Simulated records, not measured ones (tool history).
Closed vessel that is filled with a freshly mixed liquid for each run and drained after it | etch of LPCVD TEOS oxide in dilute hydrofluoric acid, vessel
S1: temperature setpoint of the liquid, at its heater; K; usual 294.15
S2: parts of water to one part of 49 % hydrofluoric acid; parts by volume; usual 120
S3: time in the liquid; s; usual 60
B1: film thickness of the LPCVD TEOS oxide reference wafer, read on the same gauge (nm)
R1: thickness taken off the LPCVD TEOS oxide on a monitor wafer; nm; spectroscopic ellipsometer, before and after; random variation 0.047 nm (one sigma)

run	hour	S1	S2	S3	B1	R1
1	0.0	294.15	120	45	149.97	6.27
2	14.9	294.15	120	45	149.95	6.29
3	28.8	294.15	120	60	149.99	8.24
4	52.2	294.15	120	60	149.97	8.39
5	80.2	294.15	120	60	149.95	8.31
6	116.1	294.15	120	60	149.99	8.33
7	150.5	294.15	120	60	150.03	8.29
8	173.8	294.15	120	60	149.97	8.22
# hour 186.6: gauge calibrated
9	204.5	294.15	120	60	150.02	8.33
10	235.7	294.15	120	60	149.97	8.22
# hour 247.6: hydrofluoric acid flow meter replaced
# hour 271.0: thermometer replaced
11	271.5	296.65	160	60	150.02	6.63
12	291.0	294.15	165	60	149.98	5.73
13	303.2	298.65	120	40	150.02	6.65
14	318.4	297.15	60	70	149.97	23.43
15	339.3	294.15	120	75	150.01	10.32
16	364.5	294.15	120	60	149.98	8.23
17	392.2	297.65	150	90	150.02	11.01
18	418.8	294.15	120	40	149.97	5.52
19	447.8	290.15	155	35	149.99	3.10
20	460.8	294.15	120	45	149.94	6.17

The tool's hidden state at each run:
liquid hotter than its thermometer reads (K): 0 in every run
hydrofluoric acid flow above the setpoint (%): 0 in every run
gauge reads high (%): 0 in every run
